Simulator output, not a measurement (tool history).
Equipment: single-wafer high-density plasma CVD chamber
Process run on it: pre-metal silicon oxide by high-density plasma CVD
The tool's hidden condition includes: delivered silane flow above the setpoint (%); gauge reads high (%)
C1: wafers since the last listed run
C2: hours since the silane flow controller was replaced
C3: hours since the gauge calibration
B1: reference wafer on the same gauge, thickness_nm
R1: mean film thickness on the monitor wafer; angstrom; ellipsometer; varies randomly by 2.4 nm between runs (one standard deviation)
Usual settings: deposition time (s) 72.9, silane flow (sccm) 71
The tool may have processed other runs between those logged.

Run 1, day 0.000: usual settings; C1 0; C2 1432.8; C3 1629.8; B1 512.109. Result: R1 5596.84 angstrom.
Run 2, day 4.146: usual settings but deposition time (s) 84.4; C1 1871; C2 1532.3; C3 1729.3; B1 512.054. Result: R1 6476.82 angstrom.
Run 3, day 8.188: usual settings but deposition time (s) 84.4; C1 1824; C2 1629.3; C3 1826.3; B1 512.240. Result: R1 6422.08 angstrom.
Run 4, day 18.271: usual settings; C1 4551; C2 1871.3; C3 2068.3; B1 511.704. Result: R1 5574.21 angstrom.
Run 5, day 20.521: usual settings; C1 1015; C2 1925.3; C3 2122.3; B1 512.310. Result: R1 5576.93 angstrom.
Run 6, day 24.117: usual settings; C1 1623; C2 2011.6; C3 2208.6; B1 511.641. Result: R1 5531.04 angstrom.
Run 7, day 28.588: usual settings; C1 2018; C2 2118.9; C3 2315.9; B1 512.092. Result: R1 5560.40 angstrom.
Run 8, day 30.896: usual settings but deposition time (s) 62.0; C1 1042; C2 2174.3; C3 2371.3; B1 511.991. Result: R1 4705.87 angstrom.
Run 9, day 32.508: usual settings but silane flow (sccm) 62; C1 727; C2 2213.0; C3 2410.0; B1 511.786. Result: R1 5104.10 angstrom.
At day 33.004: gauge calibrated.
Run 10, day 34.700: usual settings but silane flow (sccm) 62; C1 989; C2 2265.6; C3 40.7; B1 512.524. Result: R1 5073.41 angstrom.
Run 11, day 38.296: usual settings but silane flow (sccm) 62; C1 1623; C2 2351.9; C3 127.0; B1 511.696. Result: R1 5097.20 angstrom.
Run 12, day 42.612: usual settings; C1 1948; C2 2455.5; C3 230.6; B1 512.062. Result: R1 5532.90 angstrom.
Run 13, day 44.912: usual settings but deposition time (s) 77.1, silane flow (sccm) 78; C1 1038; C2 2510.7; C3 285.8; B1 512.160. Result: R1 6258.18 angstrom.
Run 14, day 47.625: usual settings; C1 1224; C2 2575.8; C3 350.9; B1 511.669. Result: R1 5525.38 angstrom.
Run 15, day 49.688: usual settings; C1 931; C2 2625.3; C3 400.4; B1 511.951. Result: R1 5561.10 angstrom.
Run 16, day 51.296: usual settings; C1 726; C2 2663.9; C3 439.0; B1 511.686. Result: R1 5587.01 angstrom.
Run 17, day 54.912: usual settings; C1 1632; C2 2750.7; C3 525.8; B1 512.309. Result: R1 5546.83 angstrom.
At day 57.683: silane flow controller replaced.
Run 18, day 57.704: usual settings; C1 1109; C2 0.5; C3 592.8; B1 511.839. Result: R1 5641.79 angstrom.
Run 19, day 60.625: usual settings; C1 1318; C2 70.6; C3 662.9; B1 512.544. Result: R1 5709.23 angstrom.
Run 20, day 64.642: usual settings but deposition time (s) 68.6, silane flow (sccm) 60; C1 1813; C2 167.0; C3 759.3; B1 511.915. Result: R1 4819.40 angstrom.
Run 21, day 67.496: usual settings; C1 1288; C2 235.5; C3 827.8; B1 512.151. Result: R1 5650.66 angstrom.
Run 22, day 71.475: usual settings but silane flow (sccm) 79; C1 1796; C2 331.0; C3 923.3; B1 511.820. Result: R1 6082.72 angstrom.
Run 23, day 73.296: usual settings but deposition time (s) 77.1, silane flow (sccm) 81; C1 821; C2 374.7; C3 967.0; B1 511.665. Result: R1 6479.42 angstrom.
Run 24, day 75.879: usual settings; C1 1166; C2 436.7; C3 1029.0; B1 512.132. Result: R1 5617.77 angstrom.
Run 25, day 79.333: usual settings but deposition time (s) 64.1, silane flow (sccm) 58; C1 1559; C2 519.6; C3 1111.9; B1 511.890. Result: R1 4330.66 angstrom.
Run 26, day 81.262: usual settings but deposition time (s) 67.3, silane flow (sccm) 63; C1 870; C2 565.9; C3 1158.2; B1 512.091. Result: R1 4835.80 angstrom.
Run 27, day 84.846: usual settings; C1 1617; C2 651.9; C3 1244.2; B1 511.882. Result: R1 5595.60 angstrom.
Run 28, day 88.112: usual settings but deposition time (s) 64.1, silane flow (sccm) 61; C1 1474; C2 730.3; C3 1322.6; B1 511.816. Result: R1 4497.92 angstrom.
Run 29, day 90.583: usual settings but deposition time (s) 60.8, silane flow (sccm) 79; C1 1115; C2 789.6; C3 1381.9; B1 511.924. Result: R1 4985.63 angstrom.
Run 30, day 92.704: usual settings but deposition time (s) 67.2; C1 957; C2 840.5; C3 1432.8; B1 511.907. Result: R1 5132.52 angstrom.
Run 31, day 95.154: usual settings but silane flow (sccm) 76; C1 1106; C2 899.3; C3 1491.6; B1 512.120. Result: R1 5866.60 angstrom.
Run 32, day 97.721: usual settings but deposition time (s) 84.9; C1 1158; C2 960.9; C3 1553.2; B1 511.706. Result: R1 6499.19 angstrom.
Run 33, day 100.412: usual settings but silane flow (sccm) 65; C1 1215; C2 1025.5; C3 1617.8; B1 511.875. Result: R1 5270.84 angstrom.
Run 34, day 102.904: usual settings; C1 1124; C2 1085.3; C3 1677.6; B1 512.246. Result: R1 5581.68 angstrom.

Measured result minus the same run's result without the hidden state. Both carry the same run-to-run variation, though not necessarily the same gauge scatter:
run       R1
  1  -135.96
  2  -161.30
  3  -163.35
  4  -147.82
  5  -149.02
  6  -149.44
  7  -152.06
  8  -129.42
  9  -140.89
 10  -140.71
 11  -142.38
 12  -155.72
 13  -176.78
 14  -156.70
 15  -158.16
 16  -159.22
 17  -158.77
 18   -11.48
 19   -25.00
 20   -35.23
 21   -52.01
 22   -70.62
 23   -81.81
 24   -78.53
 25   -67.76
 26   -79.85
 27  -100.70
 28   -86.48
 29  -100.14
 30  -106.63
 31  -126.26
 32  -144.63
 33  -121.03
 34  -131.59
